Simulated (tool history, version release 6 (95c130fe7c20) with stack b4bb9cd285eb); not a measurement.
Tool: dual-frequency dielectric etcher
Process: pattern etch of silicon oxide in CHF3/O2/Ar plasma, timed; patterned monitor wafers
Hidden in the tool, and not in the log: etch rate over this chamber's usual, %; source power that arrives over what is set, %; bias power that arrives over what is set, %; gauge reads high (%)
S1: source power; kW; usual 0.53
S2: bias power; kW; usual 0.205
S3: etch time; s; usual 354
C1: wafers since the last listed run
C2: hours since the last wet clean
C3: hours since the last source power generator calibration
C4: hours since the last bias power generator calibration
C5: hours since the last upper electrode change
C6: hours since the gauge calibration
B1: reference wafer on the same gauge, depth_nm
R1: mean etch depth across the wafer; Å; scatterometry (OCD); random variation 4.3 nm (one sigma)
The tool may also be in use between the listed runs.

Run 1, day 0: usual settings but S2 0.237 kW; C1 0; C2 410.8; C3 1800.4; C4 3188.1; C5 2685.6; C6 132.7; B1 852.6. Result: R1 7752 Å.
At day 2.808: wet clean of the chamber.
Run 2, day 2.829: usual settings but S2 0.224 kW; C1 213; C2 0.5; C3 1868.3; C4 3256; C5 2753.5; C6 200.6; B1 852.8. Result: R1 7579 Å.
Run 3, day 6.204: usual settings but S2 0.224 kW; C1 393; C2 81.5; C3 1949.3; C4 3337; C5 2834.5; C6 281.6; B1 854.2. Result: R1 7513 Å.
Run 4, day 9.229: usual settings but S3 411.5 s; C1 352; C2 154.1; C3 2021.9; C4 3409.6; C5 2907.1; C6 354.2; B1 851.8. Result: R1 8480 Å.
Run 5, day 13.275: usual settings but S1 0.43 kW; C1 472; C2 251.2; C3 2119; C4 3506.7; C5 3004.2; C6 451.3; B1 853.3. Result: R1 6757 Å.
Run 6, day 15.767: usual settings but S1 0.43 kW; C1 290; C2 311; C3 2178.8; C4 3566.5; C5 3064; C6 511.1; B1 853. Result: R1 6786 Å.
Run 7, day 19.817: usual settings but S1 0.43 kW; C1 472; C2 408.2; C3 2276; C4 3663.7; C5 3161.2; C6 608.3; B1 853.4. Result: R1 6715 Å.
At day 21.979: wet clean of the chamber.
Run 8, day 22.579: usual settings; C1 205; C2 14.4; C3 2342.3; C4 3730; C5 3227.5; C6 674.6; B1 850.8. Result: R1 7397 Å.
Run 9, day 25.612: usual settings but S2 0.216 kW; C1 353; C2 87.2; C3 2415.1; C4 3802.8; C5 3300.3; C6 747.4; B1 853.3. Result: R1 7466 Å.
Run 10, day 30.979: usual settings but S1 0.56 kW; C1 626; C2 216; C3 2543.9; C4 3931.6; C5 3429.1; C6 876.2; B1 851.6. Result: R1 7508 Å.
Run 11, day 33.133: usual settings but S1 0.56 kW; C1 251; C2 267.7; C3 2595.6; C4 3983.3; C5 3480.8; C6 927.9; B1 851.7. Result: R1 7392 Å.
Run 12, day 37.275: usual settings but S1 0.62 kW; C1 483; C2 367.1; C3 2695; C4 4082.7; C5 3580.2; C6 1027.3; B1 851.8. Result: R1 7879 Å.
At day 39.646: wet clean of the chamber.
At day 40.079: source power generator calibrated.
Run 13, day 40.667: usual settings; C1 259; C2 24.5; C3 14.1; C4 4164.1; C5 3661.6; C6 1108.7; B1 853. Result: R1 7291 Å.
At day 46.062: gauge calibrated.
Run 14, day 49.658: usual settings but S1 0.63 kW, S3 443.5 s; C1 1049; C2 240.3; C3 229.9; C4 4379.9; C5 3877.4; C6 86.3; B1 851.6. Result: R1 9717 Å.
Run 15, day 52.95: usual settings but S1 0.48 kW, S2 0.238 kW; C1 384; C2 319.3; C3 308.9; C4 4458.9; C5 3956.4; C6 165.3; B1 851.1. Result: R1 7489 Å.
At day 56.508: upper electrode replaced.
Run 16, day 56.908: usual settings; C1 345; C2 414.3; C3 403.9; C4 4553.9; C5 9.6; C6 260.3; B1 851.4. Result: R1 7355 Å.
At day 59.496: wet clean of the chamber.
Run 17, day 59.517: usual settings but S2 0.16 kW, S3 311.5 s; C1 187; C2 0.5; C3 466.5; C4 4616.5; C5 72.2; C6 322.9; B1 852.9. Result: R1 5810 Å.
Run 18, day 62.854: usual settings but S3 305.5 s; C1 389; C2 80.6; C3 546.6; C4 4696.6; C5 152.3; C6 403; B1 851.8. Result: R1 6326 Å.
At day 63.571: bias power generator calibrated.
Run 19, day 65.121: usual settings but S1 0.4 kW, S3 265 s; C1 245; C2 135; C3 601; C4 37.2; C5 206.7; C6 457.4; B1 852.1. Result: R1 4922 Å.
Run 20, day 67.921: usual settings; C1 326; C2 202.2; C3 668.2; C4 104.4; C5 273.9; C6 524.6; B1 853. Result: R1 7280 Å.
Run 21, day 70.429: usual settings but S3 278 s; C1 292; C2 262.4; C3 728.4; C4 164.6; C5 334.1; C6 584.8; B1 851.6. Result: R1 5779 Å.
Run 22, day 72.258: usual settings; C1 213; C2 306.3; C3 772.3; C4 208.5; C5 378; C6 628.7; B1 851.9. Result: R1 7365 Å.
Run 23, day 74.283: usual settings but S1 0.47 kW, S2 0.177 kW, S3 390.5 s; C1 236; C2 354.9; C3 820.9; C4 257.1; C5 426.6; C6 677.3; B1 852.4. Result: R1 7300 Å.
Run 24, day 76.646: usual settings but S1 0.49 kW, S2 0.191 kW, S3 302.5 s; C1 275; C2 411.6; C3 877.6; C4 313.8; C5 483.3; C6 734; B1 851.6. Result: R1 5916 Å.
Run 25, day 78.754: usual settings but S1 0.65 kW, S3 283.5 s; C1 245; C2 462.2; C3 928.2; C4 364.4; C5 533.9; C6 784.6; B1 851.7. Result: R1 6350 Å.
At day 80.042: wet clean of the chamber.
Run 26, day 83.171: usual settings but S1 0.49 kW, S2 0.165 kW, S3 313.5 s; C1 398; C2 75.1; C3 1034.2; C4 470.4; C5 639.9; C6 890.6; B1 851.9. Result: R1 5740 Å.
Run 27, day 87.292: usual settings but S1 0.63 kW, S2 0.242 kW, S3 318 s; C1 480; C2 174; C3 1133.1; C4 569.3; C5 738.8; C6 989.5; B1 852.5. Result: R1 7531 Å.

Forecast each of these 5 alternatives for the next run:
Run A, day 87.312: usual settings but S2 0.242 kW; C1 2; C2 174.5; C3 1133.6; C4 569.8; C5 739.3; C6 990; B1 ?. Result: R1 ?.
Run B, day 87.312: usual settings but S1 0.47 kW, S2 0.175 kW; C1 2; C2 174.5; C3 1133.6; C4 569.8; C5 739.3; C6 990; B1 ?. Result: R1 ?.
Run C, day 87.312: usual settings but S1 0.65 kW, S2 0.177 kW, S3 397.5 s; C1 2; C2 174.5; C3 1133.6; C4 569.8; C5 739.3; C6 990; B1 ?. Result: R1 ?.
Run D, day 87.312: usual settings but S1 0.65 kW, S2 0.225 kW, S3 258 s; C1 2; C2 174.5; C3 1133.6; C4 569.8; C5 739.3; C6 990; B1 ?. Result: R1 ?.
Run E, day 87.312: usual settings but S1 0.5 kW, S2 0.228 kW; C1 2; C2 174.5; C3 1133.6; C4 569.8; C5 739.3; C6 990; B1 ?. Result: R1 ?.

run   B1    R1
  A  852  7879
  B  852  6568
  C  852  8405
  D  852  6021
  E  852  7516
Without the tool's hidden state the same runs would have given:
run    R1
  A  7879
  B  6568
  C  8405
  D  6021
  E  7516
